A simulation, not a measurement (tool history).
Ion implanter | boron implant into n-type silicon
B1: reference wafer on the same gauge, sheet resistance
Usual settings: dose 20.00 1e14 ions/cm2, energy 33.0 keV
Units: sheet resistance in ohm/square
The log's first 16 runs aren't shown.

At hour 982.3: gauge calibrated.
At hour 1010.4: Faraday cup replaced and dose calibrated.
Run 17, hour 1010.9: usual settings but dose 21.37 1e14 ions/cm2; B1 66.33. Result: sheet resistance 66.74 ohm/square.
Run 18, hour 1058.8: usual settings but dose 21.98 1e14 ions/cm2, energy 40.0 keV; B1 66.28. Result: sheet resistance 63.73 ohm/square.
Run 19, hour 1114.1: usual settings but dose 16.41 1e14 ions/cm2, energy 41.5 keV; B1 66.28. Result: sheet resistance 78.27 ohm/square.
Run 20, hour 1158.7: usual settings but dose 21.67 1e14 ions/cm2, energy 22.0 keV; B1 66.32. Result: sheet resistance 72.47 ohm/square.
Run 21, hour 1218.2: usual settings but dose 21.37 1e14 ions/cm2; B1 66.31. Result: sheet resistance 66.92 ohm/square.
Run 22, hour 1252.8: usual settings but dose 17.59 1e14 ions/cm2, energy 28.0 keV; B1 66.28. Result: sheet resistance 77.50 ohm/square.
Run 23, hour 1316.0: usual settings but dose 25.38 1e14 ions/cm2, energy 26.0 keV; B1 66.33. Result: sheet resistance 64.18 ohm/square.
Run 24, hour 1355.8: usual settings; B1 66.32. Result: sheet resistance 69.79 ohm/square.
Run 25, hour 1405.4: usual settings but dose 23.10 1e14 ions/cm2, energy 27.5 keV; B1 66.32. Result: sheet resistance 66.34 ohm/square.
Run 26, hour 1441.1: usual settings but dose 23.52 1e14 ions/cm2, energy 36.0 keV; B1 66.32. Result: sheet resistance 62.16 ohm/square.
Run 27, hour 1471.7: usual settings; B1 66.27. Result: sheet resistance 70.17 ohm/square.
Run 28, hour 1505.1: usual settings but energy 27.5 keV; B1 66.27. Result: sheet resistance 71.80 ohm/square.
Run 29, hour 1576.5: usual settings but dose 16.19 1e14 ions/cm2, energy 38.5 keV; B1 66.30. Result: sheet resistance 79.93 ohm/square.
Run 30, hour 1606.5: usual settings but dose 21.51 1e14 ions/cm2, energy 42.0 keV; B1 66.24. Result: sheet resistance 64.30 ohm/square.
Run 31, hour 1653.6: usual settings but dose 25.39 1e14 ions/cm2, energy 26.5 keV; B1 66.24. Result: sheet resistance 63.71 ohm/square.

Forecast run 32:
Run 32, hour 1689.8: usual settings; B1 ?. Result: sheet resistance ?.

Run 32 gave B1 66.29, sheet resistance 69.81 ohm/square.
Without the tool's hidden state the same run would have given sheet resistance 69.46 ohm/square.

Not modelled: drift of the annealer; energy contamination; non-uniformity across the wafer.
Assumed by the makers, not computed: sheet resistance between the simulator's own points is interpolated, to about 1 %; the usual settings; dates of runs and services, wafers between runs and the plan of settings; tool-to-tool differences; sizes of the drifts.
